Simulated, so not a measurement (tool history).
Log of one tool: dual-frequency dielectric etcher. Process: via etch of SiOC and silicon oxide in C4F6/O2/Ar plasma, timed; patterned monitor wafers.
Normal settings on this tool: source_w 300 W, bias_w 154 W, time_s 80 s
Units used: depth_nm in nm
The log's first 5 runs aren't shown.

run   hour  source_w  bias_w  time_s  wafers since the last listed run  hours since the last wet clean  hours since the last source power generator calibration  hours since the last bias power generator calibration  hours since the last upper electrode change  hours since the gauge calibration  read-back reference wafer on the same gauge, depth_nm  depth_nm
  6   61.2       300     131      80                                88                           395.6                                                   3534.4                                                 2967.7                                       3638.8                              243.8                                                   74.4      70.3
  7   73.7       300     154      97                               162                           408.1                                                   3546.9                                                 2980.2                                       3651.3                              256.3                                                   74.4      92.3
      92.1  -- gauge calibrated
     102.9  -- upper electrode replaced
  8  103.4       300     154      80                                74                           437.8                                                   3576.6                                                 3009.9                                          0.5                               11.3                                                   74.4      76.1
  9  103.8       300     154      80                                 5                           438.2                                                     3577                                                 3010.3                                          0.9                               11.7                                                   74.4        76
 10  109.9       300     154      80                                79                           444.3                                                   3583.1                                                 3016.4                                            7                               17.8                                                   74.4      75.9
     115.7  -- source power generator calibrated
 11    122       300     154      80                               105                           456.4                                                      6.3                                                 3028.5                                         19.1                               29.9                                                   74.4      75.8
 12  131.5       330     128      65                               123                           465.9                                                     15.8                                                   3038                                         28.6                               39.4                                                   74.4      59.3
 13  139.3       300     154      80                               101                           473.7                                                     23.6                                                 3045.8                                         36.4                               47.2                                                   74.4      75.9
     149.8  -- bias power generator calibrated
     169.5  -- wet clean of the chamber
 14    170       350     183      98                                91                             0.5                                                     54.3                                                   20.2                                         67.1                               77.9                                                   74.4     106.4
 15  170.3       330     126      72                                 3                             0.8                                                     54.6                                                   20.5                                         67.4                               78.2                                                   74.4      64.1
 16    177       260     127    68.5                                87                             7.5                                                     61.3                                                   27.2                                         74.1                               84.9                                                   74.4      54.2
 17  184.5       230     154    90.5                                97                              15                                                     68.8                                                   34.7                                         81.6                               92.4                                                   74.4      73.8
 18  191.3       300     183      80                                88                            21.8                                                     75.6                                                   41.5                                         88.4                               99.2                                                   74.4      80.7
 19  202.1       340     127   102.5                               140                            32.6                                                     86.4                                                   52.3                                         99.2                                110                                                   74.4      93.2
 20  214.8       300     154      80                               164                            45.3                                                     99.1                                                     65                                        111.9                              122.7                                                   74.4      74.7
 21  232.4       280     154      80                               228                            62.9                                                    116.7                                                   82.6                                        129.5                              140.3                                                   74.4      72.5
 22    242       350     123      87                               124                            72.5                                                    126.3                                                   92.2                                        139.1                              149.9                                                   74.4      79.1
 23  259.6       250     129     104                               228                            90.1                                                    143.9                                                  109.8                                        156.7                              167.5                                                   74.4      81.6
 24  274.1       340     154      80                               188                           104.6                                                    158.4                                                  124.3                                        171.2                                182                                                   74.4      79.5
 25  290.3       300     154      80                               210                           120.8                                                    174.6                                                  140.5                                        187.4                              198.2                                                   74.4        75
 26  307.2       300     154      80                               219                           137.7                                                    191.5                                                  157.4                                        204.3                              215.1                                                   74.4      75.1
 27  314.1       300     154      80                                89                           144.6                                                    198.4                                                  164.3                                        211.2                                222                                                   74.4        75
 28  330.8       300     154      80                               216                           161.3                                                    215.1                                                    181                                        227.9                              238.7                                                   74.4      75.1
 29  341.1       220     136      62                               133                           171.6                                                    225.4                                                  191.3                                        238.2                                249                                                   74.4      46.8
 30  349.5       260     184    87.5                               109                             180                                                    233.8                                                  199.7                                        246.6                              257.4                                                   74.4      83.2

What if the next run were any one of these 4? Each begins from the tool's condition after run 30:
  A  349.9       300     154      80                                 5                           180.4                                                    234.2                                                  200.1                                          247                              257.8                                                      ?         ?
  B  349.9       340     178    71.5                                 5                           180.4                                                    234.2                                                  200.1                                          247                              257.8                                                      ?         ?
  C  349.9       300     154    91.5                                 5                           180.4                                                    234.2                                                  200.1                                          247                              257.8                                                      ?         ?
  D  349.9       300     191      93                                 5                           180.4                                                    234.2                                                  200.1                                          247                              257.8                                                      ?         ?

run  read-back reference wafer on the same gauge, depth_nm  depth_nm
  A                                                   74.4      75.3
  B                                                   74.4      76.3
  C                                                   74.4      86.1
  D                                                   74.4      96.5
Stripped of hidden state, with their random variation kept, the same runs would have yielded:
run  depth_nm
  A      74.9
  B      75.9
  C      85.6
  D        96
